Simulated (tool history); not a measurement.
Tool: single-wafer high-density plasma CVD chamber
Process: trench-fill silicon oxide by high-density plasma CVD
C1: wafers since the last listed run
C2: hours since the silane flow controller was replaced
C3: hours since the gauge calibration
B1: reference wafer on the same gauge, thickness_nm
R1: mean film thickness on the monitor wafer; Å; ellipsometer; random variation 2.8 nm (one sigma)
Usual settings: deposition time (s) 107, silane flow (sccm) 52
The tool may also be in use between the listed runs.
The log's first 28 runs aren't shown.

Run 29, hour 1343.4: usual settings but deposition time (s) 122, silane flow (sccm) 49; C1 560; C2 1316.4; C3 264.6; B1 589.643. Result: R1 6252.05 Å.
Run 30, hour 1400.5: usual settings but silane flow (sccm) 44; C1 759; C2 1373.5; C3 321.7; B1 589.210. Result: R1 4864.52 Å.
Run 31, hour 1430.4: usual settings but deposition time (s) 119, silane flow (sccm) 56; C1 397; C2 1403.4; C3 351.6; B1 589.023. Result: R1 6951.35 Å.
Run 32, hour 1484.0: usual settings but silane flow (sccm) 46; C1 713; C2 1457.0; C3 405.2; B1 589.168. Result: R1 5159.99 Å.
Run 33, hour 1524.4: usual settings but silane flow (sccm) 60; C1 537; C2 1497.4; C3 445.6; B1 590.400. Result: R1 6754.56 Å.
Run 34, hour 1657.3: usual settings but deposition time (s) 88, silane flow (sccm) 61; C1 1768; C2 1630.3; C3 578.5; B1 589.947. Result: R1 5575.17 Å.
Run 35, hour 1695.9: usual settings but deposition time (s) 116; C1 513; C2 1668.9; C3 617.1; B1 590.554. Result: R1 6271.33 Å.
At hour 1726.5: silane flow controller replaced.
Run 36, hour 1734.1: usual settings but deposition time (s) 102; C1 401; C2 7.6; C3 655.3; B1 589.785. Result: R1 5680.67 Å.
Run 37, hour 1797.1: usual settings but deposition time (s) 118, silane flow (sccm) 45; C1 838; C2 70.6; C3 718.3; B1 590.058. Result: R1 5723.06 Å.
Run 38, hour 1858.5: usual settings but deposition time (s) 119; C1 817; C2 132.0; C3 779.7; B1 589.661. Result: R1 6596.37 Å.
Run 39, hour 1908.6: usual settings; C1 666; C2 182.1; C3 829.8; B1 590.462. Result: R1 5918.62 Å.
Run 40, hour 1963.1: usual settings but deposition time (s) 127, silane flow (sccm) 45; C1 725; C2 236.6; C3 884.3; B1 590.690. Result: R1 6110.12 Å.
Run 41, hour 2003.1: usual settings but deposition time (s) 114; C1 532; C2 276.6; C3 924.3; B1 589.751. Result: R1 6360.70 Å.
Run 42, hour 2039.0: usual settings but deposition time (s) 122, silane flow (sccm) 49; C1 477; C2 312.5; C3 960.2; B1 588.934. Result: R1 6339.16 Å.
Run 43, hour 2102.2: usual settings but deposition time (s) 100, silane flow (sccm) 49; C1 841; C2 375.7; C3 1023.4; B1 590.318. Result: R1 5228.08 Å.
Run 44, hour 2148.9: usual settings; C1 621; C2 422.4; C3 1070.1; B1 589.916. Result: R1 5928.19 Å.
Run 45, hour 2213.9: usual settings; C1 864; C2 487.4; C3 1135.1; B1 590.156. Result: R1 5984.75 Å.
Run 46, hour 2247.9: usual settings but deposition time (s) 127, silane flow (sccm) 48; C1 452; C2 521.4; C3 1169.1; B1 589.852. Result: R1 6528.91 Å.
Run 47, hour 2312.7: usual settings but deposition time (s) 94, silane flow (sccm) 62; C1 862; C2 586.2; C3 1233.9; B1 591.148. Result: R1 6171.50 Å.

Forecast each of these 3 alternatives for the next run:
Run A, hour 2313.1: usual settings but silane flow (sccm) 62; C1 5; C2 586.6; C3 1234.3; B1 ?. Result: R1 ?.
Run B, hour 2313.1: usual settings but deposition time (s) 90, silane flow (sccm) 62; C1 5; C2 586.6; C3 1234.3; B1 ?. Result: R1 ?.
Run C, hour 2313.1: usual settings but silane flow (sccm) 49; C1 5; C2 586.6; C3 1234.3; B1 ?. Result: R1 ?.

run       B1       R1
  A  590.223  7070.70
  B  590.223  5947.32
  C  590.223  5588.14
Without the tool's hidden state the same runs would have given:
run       R1
  A  7129.26
  B  5996.57
  C  5634.41
